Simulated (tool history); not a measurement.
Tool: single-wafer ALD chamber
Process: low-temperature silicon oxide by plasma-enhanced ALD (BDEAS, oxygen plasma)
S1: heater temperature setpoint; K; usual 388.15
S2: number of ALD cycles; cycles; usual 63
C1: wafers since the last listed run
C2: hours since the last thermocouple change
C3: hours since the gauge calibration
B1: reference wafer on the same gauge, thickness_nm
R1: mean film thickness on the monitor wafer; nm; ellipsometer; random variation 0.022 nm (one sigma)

run 1 hour=0.0 | S1=388.15 S2=59 | C1=0 C2=1319.6 C3=135.2 | B1=9.186 | R1=8.312
run 2 hour=25.8 | S1=377.15 S2=63 | C1=125 C2=1345.4 C3=161.0 | B1=9.197 | R1=9.087
run 3 hour=49.9 | S1=377.15 S2=63 | C1=116 C2=1369.5 C3=185.1 | B1=9.207 | R1=9.062
run 4 hour=112.9 | S1=377.15 S2=63 | C1=305 C2=1432.5 C3=248.1 | B1=9.228 | R1=9.080
run 5 hour=166.4 | S1=388.15 S2=53 | C1=259 C2=1486.0 C3=301.6 | B1=9.249 | R1=7.478
run 6 hour=230.4 | S1=388.15 S2=53 | C1=310 C2=1550.0 C3=365.6 | B1=9.272 | R1=7.529
run 7 hour=275.3 | S1=388.15 S2=53 | C1=217 C2=1594.9 C3=410.5 | B1=9.288 | R1=7.568
-- hour=388.8 gauge calibrated
run 8 hour=392.5 | S1=388.15 S2=63 | C1=567 C2=1712.1 C3=3.7 | B1=9.112 | R1=8.751
run 9 hour=418.9 | S1=388.15 S2=63 | C1=127 C2=1738.5 C3=30.1 | B1=9.126 | R1=8.785
run 10 hour=450.9 | S1=376.15 S2=55 | C1=155 C2=1770.5 C3=62.1 | B1=9.132 | R1=7.860
-- hour=498.8 thermocouple changed; heater temperature recalibrated
run 11 hour=511.5 | S1=392.15 S2=55 | C1=254 C2=12.7 C3=122.7 | B1=9.157 | R1=7.656
run 12 hour=577.8 | S1=388.15 S2=52 | C1=321 C2=79.0 C3=189.0 | B1=9.183 | R1=7.323
run 13 hour=603.9 | S1=382.15 S2=63 | C1=126 C2=105.1 C3=215.1 | B1=9.190 | R1=8.978
run 14 hour=648.6 | S1=375.15 S2=70 | C1=216 C2=149.8 C3=259.8 | B1=9.208 | R1=10.132
run 15 hour=685.7 | S1=374.15 S2=53 | C1=179 C2=186.9 C3=296.9 | B1=9.221 | R1=7.647
run 16 hour=747.8 | S1=378.15 S2=67 | C1=300 C2=249.0 C3=359.0 | B1=9.248 | R1=9.614
run 17 hour=772.8 | S1=398.15 S2=67 | C1=121 C2=274.0 C3=384.0 | B1=9.251 | R1=9.340
run 18 hour=804.0 | S1=388.15 S2=63 | C1=151 C2=305.2 C3=415.2 | B1=9.265 | R1=8.926

Hidden state or all else? Some run-to-run changes of R1, split into what the settings, what came in and random variation would give without the hidden state, and what is left for the hidden state (with any gauge scatter that isn't in both results):
The hidden state here: wafer temperature above the value expected at the setpoint (K); gauge reads high (%).
Run 7 -> 8: S2 53 -> 63, gauge calibrated. R1 +1.183 nm: hidden state -0.140, all else +1.323.
Run 14 -> 15: S1 375.15 -> 374.15, S2 70 -> 53. R1 -2.485 nm: hidden state -0.016, all else -2.469.
